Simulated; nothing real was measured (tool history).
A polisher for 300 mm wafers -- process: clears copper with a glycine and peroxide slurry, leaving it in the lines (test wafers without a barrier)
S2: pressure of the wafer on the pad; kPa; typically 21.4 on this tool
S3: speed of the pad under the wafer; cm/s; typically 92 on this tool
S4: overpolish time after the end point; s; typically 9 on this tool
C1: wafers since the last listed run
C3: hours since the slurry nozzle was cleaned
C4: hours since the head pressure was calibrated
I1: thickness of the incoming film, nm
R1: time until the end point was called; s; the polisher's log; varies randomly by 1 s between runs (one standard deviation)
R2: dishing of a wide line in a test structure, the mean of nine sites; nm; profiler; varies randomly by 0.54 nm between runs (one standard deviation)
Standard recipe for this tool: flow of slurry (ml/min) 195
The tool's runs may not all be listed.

{"run": 1, "hour": 0.0, "flow of slurry (ml/min)": 195, "S2": 21.4, "S3": 92, "S4": 9, "C1": 0, "wafers polished on this pad": 455, "C3": 122.9, "C4": 58.1, "I1": 485.3, "R1": 84.1, "R2": 37.3}
{"run": 2, "hour": 83.5, "flow of slurry (ml/min)": 195, "S2": 21.4, "S3": 92, "S4": 9, "C1": 713, "wafers polished on this pad": 1169, "C3": 206.4, "C4": 141.6, "I1": 490.0, "R1": 84.3, "R2": 35.5}
{"hour": 163.5, "done": "worn pad replaced by a new one"}
{"run": 3, "hour": 187.6, "flow of slurry (ml/min)": 165, "S2": 21.4, "S3": 92, "S4": 9, "C1": 855, "wafers polished on this pad": 205, "C3": 310.5, "C4": 245.7, "I1": 485.3, "R1": 86.1, "R2": 35.3}
{"run": 4, "hour": 226.8, "flow of slurry (ml/min)": 165, "S2": 21.4, "S3": 92, "S4": 9, "C1": 334, "wafers polished on this pad": 540, "C3": 349.7, "C4": 284.9, "I1": 495.8, "R1": 89.8, "R2": 35.2}
{"run": 5, "hour": 264.2, "flow of slurry (ml/min)": 195, "S2": 21.4, "S3": 92, "S4": 9, "C1": 319, "wafers polished on this pad": 860, "C3": 387.1, "C4": 322.3, "I1": 489.7, "R1": 87.0, "R2": 36.2}
{"run": 6, "hour": 305.1, "flow of slurry (ml/min)": 195, "S2": 21.4, "S3": 92, "S4": 9, "C1": 349, "wafers polished on this pad": 1209, "C3": 428.0, "C4": 363.2, "I1": 493.0, "R1": 86.3, "R2": 34.8}
{"hour": 369.0, "done": "head pressure recalibrated"}
{"hour": 399.9, "done": "worn pad replaced by a new one"}
{"run": 7, "hour": 413.1, "flow of slurry (ml/min)": 195, "S2": 21.4, "S3": 92, "S4": 9, "C1": 871, "wafers polished on this pad": 112, "C3": 536.0, "C4": 44.1, "I1": 495.2, "R1": 78.6, "R2": 39.9}
{"run": 8, "hour": 472.1, "flow of slurry (ml/min)": 195, "S2": 15.9, "S3": 92, "S4": 9, "C1": 504, "wafers polished on this pad": 616, "C3": 595.0, "C4": 103.1, "I1": 484.6, "R1": 90.3, "R2": 34.5}
{"run": 9, "hour": 555.2, "flow of slurry (ml/min)": 195, "S2": 26.9, "S3": 110, "S4": 9, "C1": 709, "wafers polished on this pad": 1326, "C3": 678.1, "C4": 186.2, "I1": 491.7, "R1": 59.8, "R2": 49.1}
{"hour": 636.8, "done": "head pressure recalibrated, repeated, since the last time left the tool worse"}
{"hour": 647.2, "done": "worn pad replaced by a new one"}
{"run": 10, "hour": 661.2, "flow of slurry (ml/min)": 195, "S2": 17.9, "S3": 92, "S4": 9, "C1": 854, "wafers polished on this pad": 119, "C3": 784.1, "C4": 24.4, "I1": 488.2, "R1": 91.1, "R2": 34.5}
{"hour": 727.1, "done": "slurry nozzle cleaned"}
{"run": 11, "hour": 798.7, "flow of slurry (ml/min)": 195, "S2": 29.0, "S3": 92, "S4": 9, "C1": 1166, "wafers polished on this pad": 1285, "C3": 71.6, "C4": 161.9, "I1": 495.5, "R1": 72.7, "R2": 42.9}
{"run": 12, "hour": 872.9, "flow of slurry (ml/min)": 195, "S2": 21.4, "S3": 92, "S4": 9, "C1": 633, "wafers polished on this pad": 1919, "C3": 145.8, "C4": 236.1, "I1": 491.2, "R1": 86.8, "R2": 35.7}
{"hour": 891.4, "done": "worn pad replaced by a new one"}
{"run": 13, "hour": 934.6, "flow of slurry (ml/min)": 195, "S2": 26.9, "S3": 92, "S4": 5, "C1": 492, "wafers polished on this pad": 368, "C3": 207.5, "C4": 297.8, "I1": 492.3, "R1": 75.3, "R2": 23.6}
{"run": 14, "hour": 1012.0, "flow of slurry (ml/min)": 195, "S2": 21.4, "S3": 92, "S4": 9, "C1": 661, "wafers polished on this pad": 1030, "C3": 284.9, "C4": 375.2, "I1": 490.2, "R1": 86.3, "R2": 35.8}
{"hour": 1084.8, "done": "head pressure recalibrated"}
{"run": 15, "hour": 1112.5, "flow of slurry (ml/min)": 150, "S2": 21.4, "S3": 92, "S4": 9, "C1": 841, "wafers polished on this pad": 1871, "C3": 385.4, "C4": 27.7, "I1": 493.2, "R1": 89.1, "R2": 36.1}

Each row is a separate what-if for the run after 15, all from the same tool condition, not one after another. Results?
{"run": "A", "hour": 1112.9, "flow of slurry (ml/min)": 195, "S2": 26.9, "S3": 92, "S4": 9, "C1": 3, "wafers polished on this pad": 1875, "C3": 385.8, "C4": 28.1, "I1": 494.3, "R1": "?", "R2": "?"}
{"run": "B", "hour": 1112.9, "flow of slurry (ml/min)": 195, "S2": 23.4, "S3": 92, "S4": 9, "C1": 3, "wafers polished on this pad": 1875, "C3": 385.8, "C4": 28.1, "I1": 494.3, "R1": "?", "R2": "?"}
{"run": "C", "hour": 1112.9, "flow of slurry (ml/min)": 230, "S2": 18.6, "S3": 92, "S4": 7, "C1": 3, "wafers polished on this pad": 1875, "C3": 385.8, "C4": 28.1, "I1": 494.3, "R1": "?", "R2": "?"}

run=A R1=72.6 R2=41.7
run=B R1=78.6 R2=38.9
run=C R1=86.9 R2=28.4
What these runs would have given with no unlogged condition in the tool:
run=A R1=72.6 R2=41.7
run=B R1=78.6 R2=38.9
run=C R1=87.0 R2=28.4

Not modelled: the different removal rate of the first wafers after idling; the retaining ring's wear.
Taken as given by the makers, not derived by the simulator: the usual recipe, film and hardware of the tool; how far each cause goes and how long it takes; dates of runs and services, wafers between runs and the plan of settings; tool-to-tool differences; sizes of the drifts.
